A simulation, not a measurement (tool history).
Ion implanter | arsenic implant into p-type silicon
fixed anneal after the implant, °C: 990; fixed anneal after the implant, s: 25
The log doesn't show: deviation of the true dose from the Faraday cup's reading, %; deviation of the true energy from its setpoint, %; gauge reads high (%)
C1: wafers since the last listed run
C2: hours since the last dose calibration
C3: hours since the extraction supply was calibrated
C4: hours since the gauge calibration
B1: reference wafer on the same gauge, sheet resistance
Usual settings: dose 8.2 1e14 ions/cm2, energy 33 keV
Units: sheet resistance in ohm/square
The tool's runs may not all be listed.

{"run": 1, "hour": 0.0, "dose": 7.52, "energy": 33, "C1": 0, "C2": 1269.5, "C3": 4417.9, "C4": 281, "B1": 117.02, "sheet resistance": 141.27}
{"run": 2, "hour": 22.6, "dose": 8.2, "energy": 33, "C1": 410, "C2": 1292.1, "C3": 4440.5, "C4": 303.6, "B1": 117.03, "sheet resistance": 133.6}
{"run": 3, "hour": 39.3, "dose": 8.2, "energy": 33, "C1": 303, "C2": 1308.8, "C3": 4457.2, "C4": 320.3, "B1": 116.92, "sheet resistance": 134.08}
{"run": 4, "hour": 52.1, "dose": 8.2, "energy": 33, "C1": 232, "C2": 1321.6, "C3": 4470, "C4": 333.1, "B1": 116.96, "sheet resistance": 133}
{"run": 5, "hour": 78.1, "dose": 8.2, "energy": 33, "C1": 472, "C2": 1347.6, "C3": 4496, "C4": 359.1, "B1": 116.95, "sheet resistance": 133.16}
{"run": 6, "hour": 112.5, "dose": 8.2, "energy": 33, "C1": 624, "C2": 1382, "C3": 4530.4, "C4": 393.5, "B1": 116.83, "sheet resistance": 131.99}
{"run": 7, "hour": 126.9, "dose": 9.37, "energy": 33, "C1": 261, "C2": 1396.4, "C3": 4544.8, "C4": 407.9, "B1": 117.07, "sheet resistance": 120.77}
{"run": 8, "hour": 140.3, "dose": 9.37, "energy": 33, "C1": 243, "C2": 1409.8, "C3": 4558.2, "C4": 421.3, "B1": 117.04, "sheet resistance": 121.71}
{"run": 9, "hour": 163.5, "dose": 8.2, "energy": 35.5, "C1": 421, "C2": 1433, "C3": 4581.4, "C4": 444.5, "B1": 117.11, "sheet resistance": 130.17}
{"run": 10, "hour": 182.5, "dose": 8.2, "energy": 35.5, "C1": 345, "C2": 1452, "C3": 4600.4, "C4": 463.5, "B1": 116.97, "sheet resistance": 131.24}
{"run": 11, "hour": 202.9, "dose": 8.2, "energy": 35.5, "C1": 370, "C2": 1472.4, "C3": 4620.8, "C4": 483.9, "B1": 116.91, "sheet resistance": 130.66}
{"run": 12, "hour": 230.4, "dose": 9.17, "energy": 33, "C1": 499, "C2": 1499.9, "C3": 4648.3, "C4": 511.4, "B1": 117.06, "sheet resistance": 122.6}
{"run": 13, "hour": 247.2, "dose": 8.86, "energy": 37, "C1": 305, "C2": 1516.7, "C3": 4665.1, "C4": 528.2, "B1": 117.1, "sheet resistance": 122.05}
{"run": 14, "hour": 262.9, "dose": 8.2, "energy": 33, "C1": 285, "C2": 1532.4, "C3": 4680.8, "C4": 543.9, "B1": 116.99, "sheet resistance": 132.55}
{"hour": 319.8, "done": "extraction supply calibrated"}
{"run": 15, "hour": 321.8, "dose": 8.2, "energy": 33, "C1": 924, "C2": 1591.3, "C3": 2, "C4": 602.8, "B1": 117.04, "sheet resistance": 132.22}
{"run": 16, "hour": 342.1, "dose": 8.2, "energy": 37.5, "C1": 368, "C2": 1611.6, "C3": 22.3, "C4": 623.1, "B1": 116.98, "sheet resistance": 128.82}
{"run": 17, "hour": 369.5, "dose": 7.45, "energy": 41.5, "C1": 497, "C2": 1639, "C3": 49.7, "C4": 650.5, "B1": 117, "sheet resistance": 134.58}
{"run": 18, "hour": 386.7, "dose": 8.2, "energy": 33, "C1": 312, "C2": 1656.2, "C3": 66.9, "C4": 667.7, "B1": 117, "sheet resistance": 131.63}
{"run": 19, "hour": 408.6, "dose": 10.44, "energy": 24.5, "C1": 397, "C2": 1678.1, "C3": 88.8, "C4": 689.6, "B1": 116.99, "sheet resistance": 122.68}
{"run": 20, "hour": 436.7, "dose": 9.25, "energy": 37.5, "C1": 510, "C2": 1706.2, "C3": 116.9, "C4": 717.7, "B1": 116.93, "sheet resistance": 117.91}
{"run": 21, "hour": 451.7, "dose": 10.3, "energy": 23, "C1": 272, "C2": 1721.2, "C3": 131.9, "C4": 732.7, "B1": 116.99, "sheet resistance": 126.74}
{"run": 22, "hour": 482.2, "dose": 10.48, "energy": 29, "C1": 553, "C2": 1751.7, "C3": 162.4, "C4": 763.2, "B1": 117.03, "sheet resistance": 117.15}
{"run": 23, "hour": 502.3, "dose": 7.45, "energy": 30, "C1": 365, "C2": 1771.8, "C3": 182.5, "C4": 783.3, "B1": 117.02, "sheet resistance": 142.95}
{"run": 24, "hour": 526.9, "dose": 10.47, "energy": 44.5, "C1": 446, "C2": 1796.4, "C3": 207.1, "C4": 807.9, "B1": 116.95, "sheet resistance": 104.07}
{"run": 25, "hour": 551.9, "dose": 8.2, "energy": 33, "C1": 454, "C2": 1821.4, "C3": 232.1, "C4": 832.9, "B1": 117.07, "sheet resistance": 131.17}
{"run": 26, "hour": 579.1, "dose": 9.17, "energy": 28.5, "C1": 493, "C2": 1848.6, "C3": 259.3, "C4": 860.1, "B1": 117.07, "sheet resistance": 126.74}
{"hour": 595.2, "done": "Faraday cup replaced and dose calibrated"}
{"run": 27, "hour": 604.5, "dose": 8.2, "energy": 33, "C1": 315, "C2": 9.3, "C3": 284.7, "C4": 885.5, "B1": 116.93, "sheet resistance": 135.04}
{"hour": 621.9, "done": "gauge calibrated"}
{"run": 28, "hour": 639.8, "dose": 8.2, "energy": 33, "C1": 641, "C2": 44.6, "C3": 320, "C4": 17.9, "B1": 117.09, "sheet resistance": 136.46}
{"run": 29, "hour": 673.5, "dose": 8.2, "energy": 33, "C1": 611, "C2": 78.3, "C3": 353.7, "C4": 51.6, "B1": 116.99, "sheet resistance": 136.06}
{"run": 30, "hour": 771.9, "dose": 8.2, "energy": 33, "C1": 1786, "C2": 176.7, "C3": 452.1, "C4": 150, "B1": 117.05, "sheet resistance": 135.46}
{"run": 31, "hour": 784.6, "dose": 9.08, "energy": 33, "C1": 230, "C2": 189.4, "C3": 464.8, "C4": 162.7, "B1": 117.07, "sheet resistance": 127}

The same runs without the tool's hidden state, with the same run-to-run variation:
run=1 sheet_resistance=144.46
run=2 sheet_resistance=136.59
run=3 sheet_resistance=137.15
run=4 sheet_resistance=136.1
run=5 sheet_resistance=136.37
run=6 sheet_resistance=135.31
run=7 sheet_resistance=123.6
run=8 sheet_resistance=124.62
run=9 sheet_resistance=133.72
run=10 sheet_resistance=134.9
run=11 sheet_resistance=134.39
run=12 sheet_resistance=125.91
run=13 sheet_resistance=125.61
run=14 sheet_resistance=136.53
run=15 sheet_resistance=136.46
run=16 sheet_resistance=133.18
run=17 sheet_resistance=139.54
run=18 sheet_resistance=136.16
run=19 sheet_resistance=125.81
run=20 sheet_resistance=122.02
run=21 sheet_resistance=130.08
run=22 sheet_resistance=120.62
run=23 sheet_resistance=148.59
run=24 sheet_resistance=107.86
run=25 sheet_resistance=136.52
run=26 sheet_resistance=131.41
run=27 sheet_resistance=135.08
run=28 sheet_resistance=136.51
run=29 sheet_resistance=136.11
run=30 sheet_resistance=135.56
run=31 sheet_resistance=127.09

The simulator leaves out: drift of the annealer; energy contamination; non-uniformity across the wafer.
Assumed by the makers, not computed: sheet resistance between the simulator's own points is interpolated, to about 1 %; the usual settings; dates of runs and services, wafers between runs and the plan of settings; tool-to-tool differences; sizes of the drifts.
